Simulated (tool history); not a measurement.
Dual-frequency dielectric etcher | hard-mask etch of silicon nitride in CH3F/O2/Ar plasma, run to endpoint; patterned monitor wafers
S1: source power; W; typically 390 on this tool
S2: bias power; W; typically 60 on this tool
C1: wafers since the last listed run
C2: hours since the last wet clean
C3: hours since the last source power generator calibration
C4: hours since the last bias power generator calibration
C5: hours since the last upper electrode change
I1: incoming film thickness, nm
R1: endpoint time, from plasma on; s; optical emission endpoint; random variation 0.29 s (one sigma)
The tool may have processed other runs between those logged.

run 1 hour=0 | S1=330 S2=60 | C1=0 C2=246.5 C3=2503.5 C4=1805.8 C5=3493.1 | I1=29.16 | R1=40.9
run 2 hour=51.1 | S1=360 S2=63 | C1=817 C2=297.6 C3=2554.6 C4=1856.9 C5=3544.2 | I1=29.05 | R1=39.1
-- hour=207.7 wet clean of the chamber
run 3 hour=208.2 | S1=360 S2=63 | C1=2129 C2=0.5 C3=2711.7 C4=2014 C5=3701.3 | I1=29.05 | R1=38.8
run 4 hour=249.6 | S1=360 S2=63 | C1=662 C2=41.9 C3=2753.1 C4=2055.4 C5=3742.7 | I1=29.68 | R1=39.7
run 5 hour=287.3 | S1=390 S2=60 | C1=603 C2=79.6 C3=2790.8 C4=2093.1 C5=3780.4 | I1=29.12 | R1=39.1
run 6 hour=357.7 | S1=390 S2=60 | C1=1126 C2=150 C3=2861.2 C4=2163.5 C5=3850.8 | I1=29.17 | R1=38.9
run 7 hour=381.7 | S1=390 S2=60 | C1=384 C2=174 C3=2885.2 C4=2187.5 C5=3874.8 | I1=29.19 | R1=38.9
run 8 hour=419.8 | S1=390 S2=60 | C1=609 C2=212.1 C3=2923.3 C4=2225.6 C5=3912.9 | I1=28.72 | R1=38.3
run 9 hour=530.7 | S1=390 S2=60 | C1=1774 C2=323 C3=3034.2 C4=2336.5 C5=4023.8 | I1=28.94 | R1=38.6
run 10 hour=572 | S1=390 S2=60 | C1=660 C2=364.3 C3=3075.5 C4=2377.8 C5=4065.1 | I1=29.64 | R1=39.6
run 11 hour=607.4 | S1=390 S2=60 | C1=566 C2=399.7 C3=3110.9 C4=2413.2 C5=4100.5 | I1=29.07 | R1=38.8
run 12 hour=635.2 | S1=390 S2=60 | C1=444 C2=427.5 C3=3138.7 C4=2441 C5=4128.3 | I1=28.98 | R1=38.7
-- hour=680.2 wet clean of the chamber
run 13 hour=683.8 | S1=300 S2=64 | C1=393 C2=3.6 C3=3187.3 C4=2489.6 C5=4176.9 | I1=29.1 | R1=41
run 14 hour=728.9 | S1=390 S2=73 | C1=721 C2=48.7 C3=3232.4 C4=2534.7 C5=4222 | I1=29.17 | R1=35.6
run 15 hour=793 | S1=390 S2=60 | C1=1025 C2=112.8 C3=3296.5 C4=2598.8 C5=4286.1 | I1=28.94 | R1=38.5
run 16 hour=840.2 | S1=470 S2=64 | C1=755 C2=160 C3=3343.7 C4=2646 C5=4333.3 | I1=29.18 | R1=36.2
run 17 hour=865.5 | S1=420 S2=46 | C1=404 C2=185.3 C3=3369 C4=2671.3 C5=4358.6 | I1=29.04 | R1=43.9
run 18 hour=913 | S1=480 S2=70 | C1=760 C2=232.8 C3=3416.5 C4=2718.8 C5=4406.1 | I1=29.22 | R1=34.4
run 19 hour=960.3 | S1=310 S2=50 | C1=756 C2=280.1 C3=3463.8 C4=2766.1 C5=4453.4 | I1=29.07 | R1=45.9
run 20 hour=1023.8 | S1=390 S2=60 | C1=1016 C2=343.6 C3=3527.3 C4=2829.6 C5=4516.9 | I1=28.83 | R1=39
run 21 hour=1053.9 | S1=440 S2=74 | C1=481 C2=373.7 C3=3557.4 C4=2859.7 C5=4547 | I1=28.97 | R1=34.3
run 22 hour=1103 | S1=300 S2=71 | C1=785 C2=422.8 C3=3606.5 C4=2908.8 C5=4596.1 | I1=29.26 | R1=39
-- hour=1138.2 wet clean of the chamber
-- hour=1173.1 source power generator calibrated
run 23 hour=1173.6 | S1=390 S2=60 | C1=681 C2=35.4 C3=0.5 C4=2979.4 C5=4666.7 | I1=29.21 | R1=39.4
run 24 hour=1197.3 | S1=390 S2=60 | C1=379 C2=59.1 C3=24.2 C4=3003.1 C5=4690.4 | I1=29.08 | R1=39.3
run 25 hour=1245.8 | S1=390 S2=60 | C1=776 C2=107.6 C3=72.7 C4=3051.6 C5=4738.9 | I1=29.12 | R1=38.9
-- hour=1300.6 bias power generator calibrated
-- hour=1320.4 upper electrode replaced
run 26 hour=1320.9 | S1=340 S2=51 | C1=821 C2=182.7 C3=147.8 C4=20.3 C5=0.5 | I1=29.02 | R1=43.5
run 27 hour=1365.4 | S1=360 S2=60 | C1=712 C2=227.2 C3=192.3 C4=64.8 C5=45 | I1=29.14 | R1=40.3
run 28 hour=1424 | S1=390 S2=60 | C1=937 C2=285.8 C3=250.9 C4=123.4 C5=103.6 | I1=29.12 | R1=39
run 29 hour=1482.6 | S1=290 S2=60 | C1=937 C2=344.4 C3=309.5 C4=182 C5=162.2 | I1=29.41 | R1=42.5
run 30 hour=1544.2 | S1=390 S2=51 | C1=985 C2=406 C3=371.1 C4=243.6 C5=223.8 | I1=29.29 | R1=43.1
run 31 hour=1579.8 | S1=470 S2=60 | C1=569 C2=441.6 C3=406.7 C4=279.2 C5=259.4 | I1=28.81 | R1=36.5
-- hour=1633.7 wet clean of the chamber
run 32 hour=1634.2 | S1=420 S2=66 | C1=486 C2=0.5 C3=461.1 C4=333.6 C5=313.8 | I1=28.9 | R1=36.3
run 33 hour=1685.6 | S1=360 S2=48 | C1=822 C2=51.9 C3=512.5 C4=385 C5=365.2 | I1=29.41 | R1=45.4
run 34 hour=1836.3 | S1=390 S2=66 | C1=2411 C2=202.6 C3=663.2 C4=535.7 C5=515.9 | I1=28.84 | R1=37
run 35 hour=1862.7 | S1=450 S2=54 | C1=422 C2=229 C3=689.6 C4=562.1 C5=542.3 | I1=28.95 | R1=39.2
run 36 hour=1894.4 | S1=460 S2=52 | C1=507 C2=260.7 C3=721.3 C4=593.8 C5=574 | I1=29.28 | R1=39.9

Take each entry between the runs: how does the hidden state at the last listed run before it differ from the hidden state at the first listed run after it?
Runs 2 to 3: wet clean of the chamber (hour 207.7)
  no difference in the tool's unlogged condition between these two runs
Runs 12 to 13: wet clean of the chamber (hour 680.2)
  no difference in the tool's unlogged condition between these two runs
Runs 22 to 23: wet clean of the chamber (hour 1138.2); source power generator calibrated (hour 1173.1)
  no difference in the tool's unlogged condition between these two runs
Runs 25 to 26: bias power generator calibrated (hour 1300.6); upper electrode replaced (hour 1320.4)
  no difference in the tool's unlogged condition between these two runs
Runs 31 to 32: wet clean of the chamber (hour 1633.7)
  no difference in the tool's unlogged condition between these two runs
